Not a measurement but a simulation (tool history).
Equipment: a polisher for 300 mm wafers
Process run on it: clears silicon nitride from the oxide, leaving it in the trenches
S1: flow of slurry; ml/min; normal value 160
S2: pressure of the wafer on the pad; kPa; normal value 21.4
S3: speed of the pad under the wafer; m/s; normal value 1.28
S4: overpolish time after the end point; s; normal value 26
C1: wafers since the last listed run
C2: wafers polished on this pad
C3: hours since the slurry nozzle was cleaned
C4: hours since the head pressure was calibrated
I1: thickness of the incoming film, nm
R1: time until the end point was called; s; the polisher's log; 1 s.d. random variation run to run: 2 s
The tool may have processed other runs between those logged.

| run | hour | S1 | S2 | S3 | S4 | C1 | C2 | C3 | C4 | I1 | R1 |
|---|---|---|---|---|---|---|---|---|---|---|---|
| 1 | 0 | 160 | 21.4 | 1.28 | 26 | 0 | 127 | 205.4 | 906.3 | 131.8 | 115.1 |
| 2 | 52.1 | 160 | 18.6 | 1.28 | 13 | 362 | 490 | 257.5 | 958.4 | 128.8 | 133.1 |
| 3 | 135.9 | 160 | 21.4 | 1.56 | 26 | 583 | 1073 | 341.3 | 1042.2 | 129.7 | 94.6 |
| 4 | 207.7 | 160 | 21.4 | 1.28 | 38 | 500 | 1573 | 413.1 | 1114 | 132.1 | 114.8 |
| 5 | 276.4 | 160 | 24.8 | 1.28 | 26 | 478 | 2052 | 481.8 | 1182.7 | 130.3 | 98.6 |
|  | 303.9 | slurry nozzle cleaned |
|  | 323.5 | head pressure recalibrated |
| 6 | 330.8 | 160 | 24.8 | 1.28 | 26 | 357 | 2410 | 26.9 | 7.3 | 130.7 | 100.9 |
| 7 | 385.7 | 160 | 24.8 | 1.28 | 26 | 382 | 2792 | 81.8 | 62.2 | 130.3 | 95.1 |
| 8 | 410.5 | 160 | 16.5 | 1.28 | 26 | 172 | 2965 | 106.6 | 87 | 131.2 | 146.4 |
|  | 441.7 | worn pad replaced by a new one |
| 9 | 516.6 | 160 | 21.4 | 1.28 | 26 | 711 | 521 | 212.7 | 193.1 | 129.1 | 113.6 |
| 10 | 572.4 | 160 | 21.4 | 1.28 | 26 | 388 | 910 | 268.5 | 248.9 | 128.4 | 111.3 |
| 11 | 610.3 | 160 | 21.4 | 1.28 | 26 | 263 | 1174 | 306.4 | 286.8 | 130.2 | 112.1 |
| 12 | 652.8 | 160 | 21.4 | 1.28 | 26 | 295 | 1470 | 348.9 | 329.3 | 129.6 | 111 |
| 13 | 720.8 | 160 | 21.4 | 1.28 | 26 | 473 | 1943 | 416.9 | 397.3 | 128.5 | 113.7 |
| 14 | 774.7 | 160 | 26.9 | 1.28 | 26 | 375 | 2319 | 470.8 | 451.2 | 130.9 | 89.3 |
| 15 | 798.7 | 160 | 24.1 | 1.28 | 26 | 167 | 2486 | 494.8 | 475.2 | 130.6 | 101.7 |
| 16 | 841.3 | 160 | 13.8 | 1.28 | 26 | 296 | 2783 | 537.4 | 517.8 | 129.9 | 173.3 |
|  | 852.5 | worn pad replaced by a new one |
|  | 858.8 | slurry nozzle cleaned |
| 17 | 928 | 160 | 21.4 | 1.28 | 26 | 568 | 518 | 69.2 | 604.5 | 130.3 | 112.9 |
| 18 | 980.9 | 210 | 19.3 | 1.46 | 42 | 368 | 887 | 122.1 | 657.4 | 129.4 | 107.1 |
| 19 | 1015.6 | 125 | 21.4 | 0.9 | 35 | 241 | 1128 | 156.8 | 692.1 | 128.7 | 164.1 |
| 20 | 1070.9 | 160 | 21.4 | 1.28 | 26 | 385 | 1514 | 212.1 | 747.4 | 129.3 | 111.3 |
| 21 | 1125.4 | 195 | 24.8 | 1.28 | 26 | 379 | 1893 | 266.6 | 801.9 | 129.7 | 93.1 |
| 22 | 1154.4 | 160 | 25.5 | 1.28 | 26 | 201 | 2095 | 295.6 | 830.9 | 131.2 | 93.9 |
| 23 | 1180.2 | 160 | 21.4 | 1.5 | 18 | 179 | 2275 | 321.4 | 856.7 | 130.5 | 97.1 |
| 24 | 1234.6 | 160 | 17.9 | 1.54 | 26 | 378 | 2654 | 375.8 | 911.1 | 131.3 | 113 |
|  | 1241.6 | worn pad replaced by a new one |
| 25 | 1289.4 | 160 | 21.4 | 1.28 | 26 | 353 | 332 | 430.6 | 965.9 | 128.4 | 110.2 |
|  | 1333.6 | slurry nozzle cleaned |
| 26 | 1343.8 | 160 | 21.4 | 1.28 | 18 | 371 | 704 | 10.2 | 1020.3 | 132.2 | 113.4 |
|  | 1370.5 | head pressure recalibrated |
| 27 | 1405.7 | 160 | 26.9 | 1.28 | 26 | 417 | 1122 | 72.1 | 35.2 | 128.5 | 89.7 |
| 28 | 1465.9 | 140 | 19.3 | 1.44 | 34 | 419 | 1541 | 132.3 | 95.4 | 131 | 109.7 |
| 29 | 1504.8 | 160 | 15.9 | 1.6 | 26 | 270 | 1812 | 171.2 | 134.3 | 132.8 | 128.6 |
| 30 | 1556.1 | 125 | 21.4 | 1.14 | 34 | 357 | 2169 | 222.5 | 185.6 | 131.1 | 128 |
| 31 | 1581.6 | 160 | 21.4 | 1.28 | 26 | 177 | 2346 | 248 | 211.1 | 128.3 | 112.5 |
| 32 | 1621.7 | 160 | 21.4 | 1.28 | 36 | 279 | 2626 | 288.1 | 251.2 | 129.4 | 111.3 |
|  | 1626.7 | worn pad replaced by a new one |
| 33 | 1654.3 | 195 | 21.4 | 1.04 | 13 | 199 | 192 | 320.7 | 283.8 | 130.2 | 132.8 |
| 34 | 1706.6 | 160 | 21.4 | 1.28 | 26 | 364 | 556 | 373 | 336.1 | 129.4 | 115.1 |
| 35 | 1758.1 | 160 | 15.9 | 1.28 | 26 | 358 | 915 | 424.5 | 387.6 | 130.4 | 152.5 |

What does the tool deliver on the next run?
| 36 | 1808.8 | 160 | 21.4 | 1.28 | 26 | 353 | 1268 | 475.2 | 438.3 | 131.1 | ? |

{"run 36": {"R1": 116.9}}
If the tool had no hidden condition, the same run with the same run-to-run variation would have returned R1 116.9 s.

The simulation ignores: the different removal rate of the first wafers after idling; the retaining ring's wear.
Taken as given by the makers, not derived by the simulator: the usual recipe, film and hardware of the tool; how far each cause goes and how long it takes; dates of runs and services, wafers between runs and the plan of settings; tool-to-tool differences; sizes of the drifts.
